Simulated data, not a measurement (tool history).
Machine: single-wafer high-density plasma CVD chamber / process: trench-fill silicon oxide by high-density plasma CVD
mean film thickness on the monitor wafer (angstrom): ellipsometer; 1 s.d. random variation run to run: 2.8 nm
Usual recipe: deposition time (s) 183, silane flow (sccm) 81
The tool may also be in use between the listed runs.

run   hour  deposition time (s)  silane flow (sccm)  wafers since the last listed run  hours since the silane flow controller was replaced  hours since the gauge calibration  read-back reference wafer on the same gauge, thickness_nm  mean film thickness on the monitor wafer (angstrom)
  1      0                  183                  81                                 0                                               2756.5                              202.7                                                   1549.893                                             16987.49
  2   19.4                  183                  81                               241                                               2775.9                              222.1                                                   1550.367                                             16944.26
  3   47.9                  183                  81                               354                                               2804.4                              250.6                                                    1549.74                                             16967.49
  4   68.2                  163                  92                               252                                               2824.7                              270.9                                                    1549.67                                             16926.55
  5   94.9                  163                  92                               331                                               2851.4                              297.6                                                   1550.269                                             16951.29
  6  128.3                  163                  92                               415                                               2884.8                                331                                                   1549.218                                              16913.4
  7  155.5                  204                  91                               337                                                 2912                              358.2                                                   1548.618                                              21066.2
  8  177.8                  204                  91                               277                                               2934.3                              380.5                                                   1549.379                                             21058.62
  9  208.1                  204                  91                               376                                               2964.6                              410.8                                                   1548.958                                             21031.62
 10  232.8                  183                  81                               306                                               2989.3                              435.5                                                   1549.964                                             17087.42
 11  247.4                  167                  81                               181                                               3003.9                              450.1                                                   1549.971                                             15557.79
 12  282.5                  210                  69                               436                                                 3039                              485.2                                                   1549.196                                             17007.95
 13  297.1                  193                  72                               181                                               3053.6                              499.8                                                   1549.539                                             16247.68
 14  354.6                  214                  81                               714                                               3111.1                              557.3                                                   1549.718                                             19992.64
 15  375.1                  183                  85                               254                                               3131.6                              577.8                                                   1549.648                                             17845.93
       382  -- gauge calibrated
 16    393                  208                  95                               222                                               3149.5                                 11                                                   1550.051                                             22348.35
 17  413.6                  205                  81                               255                                               3170.1                               31.6                                                   1550.013                                             19184.97
       456  -- silane flow controller replaced
 18  495.9                  204                  91                               923                                                 39.9                              113.9                                                   1550.093                                             20144.01
 19  568.3                  183                  81                               899                                                112.3                              186.3                                                   1550.312                                              16268.6
 20  589.7                  215                  85                               265                                                133.7                              207.7                                                   1549.812                                             19945.98
 21  604.5                  162                  68                               183                                                148.5                              222.5                                                   1549.916                                             12310.73

Estimate the outcome of run 22 from the log above:
 22  617.5                  215                  85                               161                                                161.5                              235.5                                                          ?                                                    ?

read-back reference wafer on the same gauge, thickness_nm: 1549.78
mean film thickness on the monitor wafer (angstrom): 19929.56
With the hidden condition absent and the run-to-run variation left alone, this run would have shown mean film thickness on the monitor wafer (angstrom) 20081.1.
